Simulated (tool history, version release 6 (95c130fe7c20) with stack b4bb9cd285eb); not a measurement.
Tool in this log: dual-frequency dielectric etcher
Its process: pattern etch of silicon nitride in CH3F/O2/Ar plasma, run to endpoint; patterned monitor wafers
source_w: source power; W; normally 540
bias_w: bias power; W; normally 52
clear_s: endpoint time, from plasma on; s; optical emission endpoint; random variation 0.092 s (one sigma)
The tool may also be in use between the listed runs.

run   hour  source_w  bias_w  incoming incoming film thickness, nm  clear_s
  1      0       540      52                                 19.28       26
  2   13.2       540      52                                 19.14     25.9
  3   21.5       590      52                                 19.34       25
  4     38       590      52                                 19.31     25.2
  5     70       540      52                                 19.11     25.8
  6   84.8       640      52                                 19.23     24.2
  7  101.5       640      52                                 19.37     24.2
  8  107.9       490      43                                 19.31     28.1
  9  121.5       490      43                                 19.44     28.3
 10  129.8       490      43                                  19.2     27.8
 11  141.4       540      52                                 19.22     25.6
 12  181.5       540      52                                 19.44     26.1
 13  186.5       540      52                                 19.36     25.8
 14  195.8       540      52                                 19.34     25.8
 15  202.7       490      52                                 19.39     26.9
 16  216.7       680      48                                 19.27     23.7
 17  229.4       590      40                                  19.2     25.9
 18  280.9       680      59                                  19.1     23.8
 19  290.2       540      52                                  19.3     27.2
 20  328.7       540      52                                  19.3     26.3
 21    329       470      46                                 19.36     28.9
 22  329.4       660      46                                 19.34     24.8
 23  339.8       540      52                                 19.32     26.5
 24  357.7       470      46                                 19.22     28.3
 25    369       680      56                                  19.4     23.7
 26  385.7       490      64                                 19.23     26.1
 27  399.1       540      55                                  19.2     25.8
 28  415.2       480      61                                 19.27     26.6
 29    429       540      52                                 19.47     26.5
 30  444.3       500      58                                 19.39     26.5
 31  459.3       540      52                                 19.28     26.1

Between the runs listed above, the log contained 5 entries, not reproduced here. Where in the sequence does each belong, and how does what the log doesn't record of the tool's condition differ from the listed run before to the listed run after?
Run 11 -> run 12: bias power generator calibrated (hour 181)
  etch rate over this chamber's usual, %: 1.84 -> 2.04
  measured minus no-state result, clear_s: -0.4 -> -0.5 s
Run 17 -> run 18: wet clean of the chamber (hour 256.4); source power generator calibrated (hour 280.4)
  etch rate over this chamber's usual, %: 2.28 -> -3.47
  measured minus no-state result, clear_s: -0.6 -> +0.8 s
Run 19 -> run 20: upper electrode replaced (hour 320.5); wet clean of the chamber, repeated, since the last time left the tool worse (hour 328.2)
  etch rate over this chamber's usual, %: -3.42 -> -0.00367
  measured minus no-state result, clear_s: +0.9 -> +0 s
